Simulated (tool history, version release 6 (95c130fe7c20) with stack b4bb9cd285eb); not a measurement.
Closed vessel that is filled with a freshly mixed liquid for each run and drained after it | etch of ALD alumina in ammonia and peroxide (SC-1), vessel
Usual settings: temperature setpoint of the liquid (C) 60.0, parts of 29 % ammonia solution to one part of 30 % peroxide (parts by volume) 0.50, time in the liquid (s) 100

run   hour  temperature setpoint of the liquid (C)  parts of 29 % ammonia solution to one part of 30 % peroxide (parts by volume)  time in the liquid (s)  wafers since the last listed run  hours since the thermometer was replaced  hours since the ammonia flow meter was replaced  hours since the drum of ammonia solution was connected  hours since the gauge calibration  read-back film thickness of the ALD alumina reference wafer, read on the same gauge (nm)  thickness taken off the ALD alumina on a monitor wafer (angstrom)
  1    0.0                                    60.0                                                                           0.50                     100                                 0                                    2005.1                                           1296.2                                                    86.0                               67.4                                                                                     79.98                                                               65.7
  2   10.0                                    60.0                                                                           0.50                     100                              1096                                    2015.1                                           1306.2                                                    96.0                               77.4                                                                                     80.00                                                               65.7
  3   24.3                                    60.0                                                                           0.50                     100                              1567                                    2029.4                                           1320.5                                                   110.3                               91.7                                                                                     80.00                                                               65.9
  4   38.1                                    67.0                                                                           0.50                     100                              1512                                    2043.2                                           1334.3                                                   124.1                              105.5                                                                                     79.98                                                               93.0
  5   52.8                                    67.0                                                                           0.50                     100                              1611                                    2057.9                                           1349.0                                                   138.8                              120.2                                                                                     79.99                                                               93.6
  6   99.4                                    54.5                                                                           0.50                     100                              5108                                    2104.5                                           1395.6                                                   185.4                              166.8                                                                                     80.00                                                               49.9
  7  106.8                                    60.0                                                                           0.50                     100                               811                                    2111.9                                           1403.0                                                   192.8                              174.2                                                                                     80.02                                                               66.5
     115.9  -- thermometer replaced
  8  118.5                                    60.0                                                                           0.50                     100                              1173                                       2.6                                           1414.7                                                   204.5                              185.9                                                                                     80.00                                                               56.8
  9  125.4                                    60.0                                                                           0.50                     100                               756                                       9.5                                           1421.6                                                   211.4                              192.8                                                                                     80.03                                                               56.9
 10  142.0                                    60.0                                                                           0.50                     100                              1819                                      26.1                                           1438.2                                                   228.0                              209.4                                                                                     80.01                                                               57.4
 11  155.7                                    60.0                                                                           0.50                     100                              1501                                      39.8                                           1451.9                                                   241.7                              223.1                                                                                     79.98                                                               57.3
 12  165.7                                    60.0                                                                           0.50                     100                              1096                                      49.8                                           1461.9                                                   251.7                              233.1                                                                                     79.99                                                               57.4
     171.7  -- new drum of ammonia solution connected
 13  176.6                                    68.5                                                                           0.25                     100                              1085                                      60.7                                           1472.8                                                     4.9                              244.0                                                                                     79.97                                                               82.1
 14  189.6                                    60.0                                                                           0.35                      85                              1425                                      73.7                                           1485.8                                                    17.9                              257.0                                                                                     80.00                                                               47.2
 15  205.3                                    56.0                                                                           0.50                     135                              1721                                      89.4                                           1501.5                                                    33.6                              272.7                                                                                     80.00                                                               63.2
     214.5  -- ammonia flow meter replaced
 16  215.0                                    69.5                                                                           0.70                      40                               953                                      99.1                                              0.5                                                    43.3                              282.4                                                                                     80.01                                                               38.0
     227.9  -- gauge calibrated
 17  232.3                                    56.0                                                                           0.75                      45                              1896                                     116.4                                             17.8                                                    60.6                                4.4                                                                                     80.01                                                               22.0
 18  243.0                                    65.5                                                                           0.30                      60                              1173                                     127.1                                             28.5                                                    71.3                               15.1                                                                                     80.02                                                               43.3
 19  250.5                                    60.0                                                                           0.65                     125                               822                                     134.6                                             36.0                                                    78.8                               22.6                                                                                     79.99                                                               73.8
 20  262.7                                    60.0                                                                           0.50                     100                              1337                                     146.8                                             48.2                                                    91.0                               34.8                                                                                     80.01                                                               57.8
 21  274.1                                    60.0                                                                           0.50                     100                              1249                                     158.2                                             59.6                                                   102.4                               46.2                                                                                     79.98                                                               57.9
 22  287.4                                    60.0                                                                           0.60                     120                              1458                                     171.5                                             72.9                                                   115.7                               59.5                                                                                     79.99                                                               71.0
 23  300.4                                    60.0                                                                           0.50                     100                              1425                                     184.5                                             85.9                                                   128.7                               72.5                                                                                     80.00                                                               57.7
 24  317.2                                    60.0                                                                           0.40                     100                              1841                                     201.3                                            102.7                                                   145.5                               89.3                                                                                     80.03                                                               56.4
 25  328.3                                    51.0                                                                           0.40                     150                              1216                                     212.4                                            113.8                                                   156.6                              100.4                                                                                     80.00                                                               53.0

Forecast each of these 3 alternatives for the next run:
  A  329.0                                    60.0                                                                           0.50                     100                                76                                     213.1                                            114.5                                                   157.3                              101.1                                                                                         ?                                                                  ?
  B  329.0                                    67.5                                                                           0.50                     125                                76                                     213.1                                            114.5                                                   157.3                              101.1                                                                                         ?                                                                  ?
  C  329.0                                    63.0                                                                           0.60                      80                                76                                     213.1                                            114.5                                                   157.3                              101.1                                                                                         ?                                                                  ?

run  read-back film thickness of the ALD alumina reference wafer, read on the same gauge (nm)  thickness taken off the ALD alumina on a monitor wafer (angstrom)
  A                                                                                     79.99                                                               57.8
  B                                                                                     79.99                                                              105.1
  C                                                                                     79.99                                                               54.8
Without the tool's hidden state the same runs would have given:
run  thickness taken off the ALD alumina on a monitor wafer (angstrom)
  A                                                               56.6
  B                                                              103.0
  C                                                               53.7
